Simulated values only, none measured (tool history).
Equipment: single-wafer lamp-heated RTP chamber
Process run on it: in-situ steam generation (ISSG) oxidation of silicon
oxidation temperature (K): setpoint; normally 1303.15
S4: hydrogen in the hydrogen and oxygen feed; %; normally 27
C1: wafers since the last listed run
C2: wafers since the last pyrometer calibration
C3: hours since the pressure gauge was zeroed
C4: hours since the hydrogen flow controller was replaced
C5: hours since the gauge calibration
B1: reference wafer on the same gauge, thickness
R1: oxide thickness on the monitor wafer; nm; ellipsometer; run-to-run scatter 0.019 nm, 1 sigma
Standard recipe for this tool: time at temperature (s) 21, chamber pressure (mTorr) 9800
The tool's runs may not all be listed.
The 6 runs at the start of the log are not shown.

run 7 day=4.242 | oxidation_temperature_(K)=1303.15 time_at_temperature_(s)=27 chamber_pressure_(mTorr)=9500 S4=27 | C1=97 C2=5509 C3=5024.3 C4=5880.1 C5=199.6 | B1=8.322 | R1=8.45
run 8 day=4.817 | oxidation_temperature_(K)=1303.15 time_at_temperature_(s)=21 chamber_pressure_(mTorr)=9800 S4=27 | C1=182 C2=5691 C3=5038.1 C4=5893.9 C5=213.4 | B1=8.32 | R1=7.387
run 9 day=5.458 | oxidation_temperature_(K)=1303.15 time_at_temperature_(s)=21 chamber_pressure_(mTorr)=9800 S4=27 | C1=203 C2=5895 C3=5053.5 C4=5909.3 C5=228.8 | B1=8.323 | R1=7.37
run 10 day=5.958 | oxidation_temperature_(K)=1303.15 time_at_temperature_(s)=21 chamber_pressure_(mTorr)=9800 S4=27 | C1=158 C2=6053 C3=5065.5 C4=5921.3 C5=240.8 | B1=8.325 | R1=7.366
run 11 day=6.592 | oxidation_temperature_(K)=1303.15 time_at_temperature_(s)=21 chamber_pressure_(mTorr)=9800 S4=27 | C1=200 C2=6254 C3=5080.7 C4=5936.5 C5=256 | B1=8.322 | R1=7.439
run 12 day=6.921 | oxidation_temperature_(K)=1303.15 time_at_temperature_(s)=21 chamber_pressure_(mTorr)=9800 S4=27 | C1=104 C2=6359 C3=5088.6 C4=5944.4 C5=263.9 | B1=8.327 | R1=7.395
run 13 day=7.304 | oxidation_temperature_(K)=1303.15 time_at_temperature_(s)=21 chamber_pressure_(mTorr)=9800 S4=27 | C1=121 C2=6480 C3=5097.8 C4=5953.6 C5=273.1 | B1=8.314 | R1=7.451
-- day=7.438 gauge calibrated
run 14 day=7.558 | oxidation_temperature_(K)=1303.15 time_at_temperature_(s)=21 chamber_pressure_(mTorr)=9800 S4=27 | C1=80 C2=6561 C3=5103.9 C4=5959.7 C5=2.9 | B1=8.313 | R1=7.418
-- day=7.938 hydrogen flow controller replaced
run 15 day=8.275 | oxidation_temperature_(K)=1303.15 time_at_temperature_(s)=21 chamber_pressure_(mTorr)=9800 S4=27 | C1=121 C2=6682 C3=5121.1 C4=8.1 C5=20.1 | B1=8.308 | R1=7.498
run 16 day=8.867 | oxidation_temperature_(K)=1303.15 time_at_temperature_(s)=21 chamber_pressure_(mTorr)=9800 S4=27 | C1=187 C2=6870 C3=5135.3 C4=22.3 C5=34.3 | B1=8.321 | R1=7.481
-- day=9.454 pressure gauge zeroed
run 17 day=9.475 | oxidation_temperature_(K)=1295.15 time_at_temperature_(s)=21 chamber_pressure_(mTorr)=10200 S4=20 | C1=87 C2=6957 C3=0.5 C4=36.9 C5=48.9 | B1=8.324 | R1=6.687
run 18 day=9.55 | oxidation_temperature_(K)=1303.15 time_at_temperature_(s)=27 chamber_pressure_(mTorr)=10200 S4=21 | C1=23 C2=6981 C3=2.3 C4=38.7 C5=50.7 | B1=8.32 | R1=8.004
run 19 day=9.988 | oxidation_temperature_(K)=1303.15 time_at_temperature_(s)=21 chamber_pressure_(mTorr)=10200 S4=27 | C1=138 C2=7120 C3=12.8 C4=49.2 C5=61.2 | B1=8.318 | R1=7.433
-- day=10.471 pyrometer window cleaned and pyrometer calibrated
run 20 day=10.492 | oxidation_temperature_(K)=1303.15 time_at_temperature_(s)=21 chamber_pressure_(mTorr)=9800 S4=27 | C1=54 C2=7 C3=24.9 C4=61.3 C5=73.3 | B1=8.315 | R1=7.209
run 21 day=11 | oxidation_temperature_(K)=1303.15 time_at_temperature_(s)=26 chamber_pressure_(mTorr)=10200 S4=32 | C1=161 C2=168 C3=37.1 C4=73.5 C5=85.5 | B1=8.327 | R1=8.251
run 22 day=11.625 | oxidation_temperature_(K)=1303.15 time_at_temperature_(s)=13 chamber_pressure_(mTorr)=10200 S4=23 | C1=198 C2=366 C3=52.1 C4=88.5 C5=100.5 | B1=8.315 | R1=5.425
run 23 day=11.946 | oxidation_temperature_(K)=1303.15 time_at_temperature_(s)=13 chamber_pressure_(mTorr)=9800 S4=30 | C1=101 C2=468 C3=59.8 C4=96.2 C5=108.2 | B1=8.316 | R1=5.871
run 24 day=12.229 | oxidation_temperature_(K)=1303.15 time_at_temperature_(s)=13 chamber_pressure_(mTorr)=9800 S4=30 | C1=89 C2=558 C3=66.6 C4=103 C5=115 | B1=8.323 | R1=5.858
run 25 day=12.788 | oxidation_temperature_(K)=1303.15 time_at_temperature_(s)=21 chamber_pressure_(mTorr)=9800 S4=27 | C1=177 C2=735 C3=80 C4=116.4 C5=128.4 | B1=8.324 | R1=7.225
run 26 day=13.188 | oxidation_temperature_(K)=1288.15 time_at_temperature_(s)=21 chamber_pressure_(mTorr)=9400 S4=27 | C1=126 C2=861 C3=89.6 C4=126 C5=138 | B1=8.317 | R1=6.778
run 27 day=13.833 | oxidation_temperature_(K)=1316.15 time_at_temperature_(s)=18 chamber_pressure_(mTorr)=9800 S4=27 | C1=204 C2=1066 C3=105.1 C4=141.5 C5=153.5 | B1=8.32 | R1=7.109
run 28 day=14.342 | oxidation_temperature_(K)=1303.15 time_at_temperature_(s)=21 chamber_pressure_(mTorr)=9800 S4=27 | C1=161 C2=1227 C3=117.3 C4=153.7 C5=165.7 | B1=8.324 | R1=7.196
run 29 day=14.783 | oxidation_temperature_(K)=1303.15 time_at_temperature_(s)=21 chamber_pressure_(mTorr)=9800 S4=27 | C1=140 C2=1368 C3=127.9 C4=164.3 C5=176.3 | B1=8.308 | R1=7.198
run 30 day=15.058 | oxidation_temperature_(K)=1303.15 time_at_temperature_(s)=21 chamber_pressure_(mTorr)=10200 S4=21 | C1=87 C2=1455 C3=134.5 C4=170.9 C5=182.9 | B1=8.325 | R1=6.778
run 31 day=15.442 | oxidation_temperature_(K)=1303.15 time_at_temperature_(s)=28 chamber_pressure_(mTorr)=9800 S4=18 | C1=121 C2=1576 C3=143.7 C4=180.1 C5=192.1 | B1=8.316 | R1=7.636

Alternative continuations, all from the tool just after run 31; predict every row:
run A day=15.462 | oxidation_temperature_(K)=1303.15 time_at_temperature_(s)=21 chamber_pressure_(mTorr)=9800 S4=32 | C1=6 C2=1583 C3=144.2 C4=180.6 C5=192.6 | B1=? | R1=?
run B day=15.462 | oxidation_temperature_(K)=1303.15 time_at_temperature_(s)=21 chamber_pressure_(mTorr)=8700 S4=30 | C1=6 C2=1583 C3=144.2 C4=180.6 C5=192.6 | B1=? | R1=?
run C day=15.462 | oxidation_temperature_(K)=1303.15 time_at_temperature_(s)=14 chamber_pressure_(mTorr)=9800 S4=27 | C1=6 C2=1583 C3=144.2 C4=180.6 C5=192.6 | B1=? | R1=?
run D day=15.462 | oxidation_temperature_(K)=1303.15 time_at_temperature_(s)=25 chamber_pressure_(mTorr)=9800 S4=27 | C1=6 C2=1583 C3=144.2 C4=180.6 C5=192.6 | B1=? | R1=?

run=A B1=8.329 R1=7.465
run=B B1=8.329 R1=7.512
run=C B1=8.329 R1=5.901
run=D B1=8.329 R1=7.843
What these runs would have given with no unlogged condition in the tool:
run=A R1=7.427
run=B R1=7.473
run=C R1=5.873
run=D R1=7.801
